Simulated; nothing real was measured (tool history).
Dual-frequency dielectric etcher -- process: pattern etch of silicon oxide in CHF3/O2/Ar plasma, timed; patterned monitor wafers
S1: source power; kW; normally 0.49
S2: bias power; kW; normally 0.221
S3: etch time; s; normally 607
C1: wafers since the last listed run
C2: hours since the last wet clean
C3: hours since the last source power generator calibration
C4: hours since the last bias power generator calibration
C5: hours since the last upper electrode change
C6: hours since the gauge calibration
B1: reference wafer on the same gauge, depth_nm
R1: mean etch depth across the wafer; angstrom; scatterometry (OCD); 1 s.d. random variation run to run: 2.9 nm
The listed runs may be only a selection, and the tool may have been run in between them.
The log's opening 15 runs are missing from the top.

{"hour": 1188.9, "done": "bias power generator calibrated"}
{"run": 16, "hour": 1203.7, "S1": 0.49, "S2": 0.221, "S3": 607, "C1": 194, "C2": 614, "C3": 1142.6, "C4": 14.8, "C5": 1356.4, "C6": 944.7, "B1": 1312.4, "R1": 12697}
{"run": 17, "hour": 1258.0, "S1": 0.58, "S2": 0.182, "S3": 482.5, "C1": 151, "C2": 668.3, "C3": 1196.9, "C4": 69.1, "C5": 1410.7, "C6": 999, "B1": 1311.8, "R1": 10017}
{"run": 18, "hour": 1355.4, "S1": 0.39, "S2": 0.243, "S3": 607, "C1": 271, "C2": 765.7, "C3": 1294.3, "C4": 166.5, "C5": 1508.1, "C6": 1096.4, "B1": 1311.1, "R1": 11826}
{"run": 19, "hour": 1395.4, "S1": 0.56, "S2": 0.221, "S3": 607, "C1": 111, "C2": 805.7, "C3": 1334.3, "C4": 206.5, "C5": 1548.1, "C6": 1136.4, "B1": 1309.8, "R1": 13576}
{"hour": 1423.1, "done": "wet clean of the chamber"}
{"run": 20, "hour": 1489.5, "S1": 0.43, "S2": 0.221, "S3": 607, "C1": 195, "C2": 66.4, "C3": 1428.4, "C4": 300.6, "C5": 1642.2, "C6": 1230.5, "B1": 1309.8, "R1": 11886}
{"run": 21, "hour": 1569.1, "S1": 0.57, "S2": 0.221, "S3": 665, "C1": 222, "C2": 146, "C3": 1508, "C4": 380.2, "C5": 1721.8, "C6": 1310.1, "B1": 1308.1, "R1": 14979}
{"run": 22, "hour": 1630.8, "S1": 0.41, "S2": 0.221, "S3": 607, "C1": 172, "C2": 207.7, "C3": 1569.7, "C4": 441.9, "C5": 1783.5, "C6": 1371.8, "B1": 1308.5, "R1": 11539}
{"run": 23, "hour": 1722.1, "S1": 0.57, "S2": 0.221, "S3": 530.5, "C1": 254, "C2": 299, "C3": 1661, "C4": 533.2, "C5": 1874.8, "C6": 1463.1, "B1": 1306.6, "R1": 11925}
{"run": 24, "hour": 1793.3, "S1": 0.49, "S2": 0.221, "S3": 557.5, "C1": 198, "C2": 370.2, "C3": 1732.2, "C4": 604.4, "C5": 1946, "C6": 1534.3, "B1": 1306.2, "R1": 11624}
{"run": 25, "hour": 1850.3, "S1": 0.57, "S2": 0.221, "S3": 665, "C1": 158, "C2": 427.2, "C3": 1789.2, "C4": 661.4, "C5": 2003, "C6": 1591.3, "B1": 1304.9, "R1": 14840}
{"run": 26, "hour": 1923.4, "S1": 0.49, "S2": 0.265, "S3": 655.5, "C1": 203, "C2": 500.3, "C3": 1862.3, "C4": 734.5, "C5": 2076.1, "C6": 1664.4, "B1": 1305.2, "R1": 14804}
{"run": 27, "hour": 2071.4, "S1": 0.39, "S2": 0.221, "S3": 516.5, "C1": 412, "C2": 648.3, "C3": 2010.3, "C4": 882.5, "C5": 2224.1, "C6": 1812.4, "B1": 1303.8, "R1": 9540}
{"run": 28, "hour": 2128.3, "S1": 0.49, "S2": 0.171, "S3": 468.5, "C1": 158, "C2": 705.2, "C3": 2067.2, "C4": 939.4, "C5": 2281, "C6": 1869.3, "B1": 1303.3, "R1": 8687}
{"run": 29, "hour": 2199.5, "S1": 0.44, "S2": 0.221, "S3": 477, "C1": 198, "C2": 776.4, "C3": 2138.4, "C4": 1010.6, "C5": 2352.2, "C6": 1940.5, "B1": 1302, "R1": 9401}
{"hour": 2277.8, "done": "wet clean of the chamber"}
{"run": 30, "hour": 2278.3, "S1": 0.49, "S2": 0.186, "S3": 607, "C1": 152, "C2": 0.5, "C3": 2217.2, "C4": 1089.4, "C5": 2431, "C6": 2019.3, "B1": 1301.1, "R1": 11610}

Below are 3 alternative next runs, each starting from the tool's condition after run 30. Predict each:
{"run": "A", "hour": 2278.9, "S1": 0.49, "S2": 0.221, "S3": 607, "C1": 1, "C2": 1.1, "C3": 2217.8, "C4": 1090, "C5": 2431.6, "C6": 2019.9, "B1": "?", "R1": "?"}
{"run": "B", "hour": 2278.9, "S1": 0.38, "S2": 0.274, "S3": 769, "C1": 1, "C2": 1.1, "C3": 2217.8, "C4": 1090, "C5": 2431.6, "C6": 2019.9, "B1": "?", "R1": "?"}
{"run": "C", "hour": 2278.9, "S1": 0.49, "S2": 0.24, "S3": 457.5, "C1": 1, "C2": 1.1, "C3": 2217.8, "C4": 1090, "C5": 2431.6, "C6": 2019.9, "B1": "?", "R1": "?"}

run=A B1=1301.3 R1=12582
run=B B1=1301.3 R1=15441
run=C B1=1301.3 R1=9846
Had the tool no hidden state, the same runs would have come out as:
run=A R1=12766
run=B R1=15667
run=C R1=9990
